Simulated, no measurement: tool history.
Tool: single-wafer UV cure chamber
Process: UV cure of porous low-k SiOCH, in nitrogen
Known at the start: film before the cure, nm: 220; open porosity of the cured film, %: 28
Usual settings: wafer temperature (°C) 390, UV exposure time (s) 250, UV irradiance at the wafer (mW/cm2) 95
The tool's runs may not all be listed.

run   hour  wafer temperature (°C)  UV exposure time (s)  UV irradiance at the wafer (mW/cm2)  loss of film thickness in the cure (%)
  1      0                     400                   250                                  123                                  14.692
  2      8                     400                   250                                  123                                   14.52
  3   25.9                     390                   250                                   95                                  12.878
  4   33.9                     390                   250                                   95                                   12.69
  5   48.6                     390                   250                                   95                                  12.573
  6   66.2                     390                   250                                   95                                  12.622
  7   83.4                     390                   250                                   95                                  12.419
  8   99.6                     390                   250                                   95                                  12.891
  9  106.8                     390                   250                                   95                                  12.597
 10  117.6                     390                   250                                   95                                  12.325
     134.2  -- UV bulbs replaced
 11  148.6                     390                   250                                   95                                  14.921
 12  165.8                     390                   250                                   95                                  14.815
 13  178.1                     390                   250                                   76                                  13.666
 14  185.4                     379                   100                                   68                                   8.198
 15    200                     390                   250                                   95                                  14.992
 16  207.9                     390                   250                                   95                                  14.864
     216.7  -- quartz window cleaned
 17  217.3                     377                   125                                   66                                   8.986
 18  227.8                     403                   250                                  129                                  16.591
 19  237.6                     390                   175                                   95                                  12.895
 20    245                     390                   250                                   95                                  14.786
 21  256.6                     379                   140                                   95                                  11.437
 22  269.6                     390                   330                                   95                                  16.112
 23  278.2                     390                   125                                  129                                   12.83

The same runs without the tool's hidden state, with the same run-to-run variation:
The hidden state here: lamp output below its setpoint, %; transmission lost against a clean window, %.
run  loss of film thickness in the cure (%)
  1                                  16.717
  2                                  16.548
  3                                  14.897
  4                                  14.705
  5                                  14.618
  6                                  14.732
  7                                  14.552
  8                                  15.162
  9                                   14.84
 10                                  14.557
 11                                  14.959
 12                                  14.888
 13                                  13.762
 14                                   8.298
 15                                  15.137
 16                                  15.023
 17                                   9.147
 18                                  16.795
 19                                  13.108
 20                                  15.023
 21                                  11.682
 22                                  16.405
 23                                  13.129

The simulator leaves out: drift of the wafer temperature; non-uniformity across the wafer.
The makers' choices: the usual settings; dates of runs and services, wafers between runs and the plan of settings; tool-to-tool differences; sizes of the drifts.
